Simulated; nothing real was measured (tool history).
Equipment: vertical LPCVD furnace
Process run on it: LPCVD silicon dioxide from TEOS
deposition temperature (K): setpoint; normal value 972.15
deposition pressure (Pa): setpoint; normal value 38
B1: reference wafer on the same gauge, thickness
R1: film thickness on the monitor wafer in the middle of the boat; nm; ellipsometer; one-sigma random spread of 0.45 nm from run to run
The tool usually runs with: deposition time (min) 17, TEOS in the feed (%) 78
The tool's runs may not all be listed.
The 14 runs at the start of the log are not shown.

-- day=13.683 gauge calibrated
run 15 day=14.288 | deposition_temperature_(K)=977.15 deposition_pressure_(Pa)=34 deposition_time_(min)=21.5 TEOS_in_the_feed_(%)=78 | B1=157.02 | R1=183.82
run 16 day=15.779 | deposition_temperature_(K)=975.15 deposition_pressure_(Pa)=38 deposition_time_(min)=15 TEOS_in_the_feed_(%)=78 | B1=156.97 | R1=129.41
run 17 day=16.412 | deposition_temperature_(K)=972.15 deposition_pressure_(Pa)=38 deposition_time_(min)=17 TEOS_in_the_feed_(%)=78 | B1=157.14 | R1=136.48
run 18 day=17.554 | deposition_temperature_(K)=972.15 deposition_pressure_(Pa)=42 deposition_time_(min)=17 TEOS_in_the_feed_(%)=78 | B1=156.99 | R1=144.07
run 19 day=18.571 | deposition_temperature_(K)=972.15 deposition_pressure_(Pa)=42 deposition_time_(min)=22.5 TEOS_in_the_feed_(%)=70 | B1=157.06 | R1=181.27
run 20 day=19.288 | deposition_temperature_(K)=972.15 deposition_pressure_(Pa)=30 deposition_time_(min)=17 TEOS_in_the_feed_(%)=78 | B1=156.93 | R1=121.99
run 21 day=20.721 | deposition_temperature_(K)=972.15 deposition_pressure_(Pa)=38 deposition_time_(min)=17 TEOS_in_the_feed_(%)=78 | B1=156.96 | R1=137.77
run 22 day=21.333 | deposition_temperature_(K)=966.15 deposition_pressure_(Pa)=30.7 deposition_time_(min)=12.5 TEOS_in_the_feed_(%)=78 | B1=156.88 | R1=79.19
run 23 day=22.262 | deposition_temperature_(K)=978.15 deposition_pressure_(Pa)=32 deposition_time_(min)=12 TEOS_in_the_feed_(%)=78 | B1=157 | R1=102.97
run 24 day=23.467 | deposition_temperature_(K)=980.15 deposition_pressure_(Pa)=30.7 deposition_time_(min)=20.5 TEOS_in_the_feed_(%)=83 | B1=157.09 | R1=186.77
run 25 day=24.65 | deposition_temperature_(K)=972.15 deposition_pressure_(Pa)=38 deposition_time_(min)=17 TEOS_in_the_feed_(%)=78 | B1=157.06 | R1=138.84
run 26 day=25.529 | deposition_temperature_(K)=972.15 deposition_pressure_(Pa)=38 deposition_time_(min)=12 TEOS_in_the_feed_(%)=65 | B1=157.06 | R1=90.03
run 27 day=26.958 | deposition_temperature_(K)=972.15 deposition_pressure_(Pa)=46 deposition_time_(min)=17 TEOS_in_the_feed_(%)=89 | B1=157.05 | R1=164.21
run 28 day=28.225 | deposition_temperature_(K)=972.15 deposition_pressure_(Pa)=40 deposition_time_(min)=17 TEOS_in_the_feed_(%)=78 | B1=156.99 | R1=143.07
run 29 day=28.762 | deposition_temperature_(K)=972.15 deposition_pressure_(Pa)=38 deposition_time_(min)=17 TEOS_in_the_feed_(%)=78 | B1=157 | R1=140.3
run 30 day=29.433 | deposition_temperature_(K)=983.15 deposition_pressure_(Pa)=38 deposition_time_(min)=17 TEOS_in_the_feed_(%)=70 | B1=156.89 | R1=170.52

What if the next run were any one of these 5? Each begins from the tool's condition after run 30:
run A day=29.617 | deposition_temperature_(K)=972.15 deposition_pressure_(Pa)=38 deposition_time_(min)=17 TEOS_in_the_feed_(%)=89 | B1=? | R1=?
run B day=29.617 | deposition_temperature_(K)=967.15 deposition_pressure_(Pa)=38 deposition_time_(min)=17 TEOS_in_the_feed_(%)=78 | B1=? | R1=?
run C day=29.617 | deposition_temperature_(K)=972.15 deposition_pressure_(Pa)=38 deposition_time_(min)=17 TEOS_in_the_feed_(%)=73 | B1=? | R1=?
run D day=29.617 | deposition_temperature_(K)=972.15 deposition_pressure_(Pa)=32 deposition_time_(min)=19.5 TEOS_in_the_feed_(%)=89 | B1=? | R1=?
run E day=29.617 | deposition_temperature_(K)=965.15 deposition_pressure_(Pa)=31.3 deposition_time_(min)=23 TEOS_in_the_feed_(%)=90 | B1=? | R1=?

run=A B1=156.95 R1=149.23
run=B B1=156.95 R1=124.3
run=C B1=156.95 R1=135.15
run=D B1=156.95 R1=157.08
run=E B1=156.95 R1=156.49
With the hidden condition removed and each run's random variation left untouched, the same runs would have given:
run=A R1=144.84
run=B R1=120.61
run=C R1=131.18
run=D R1=152.46
run=E R1=151.82
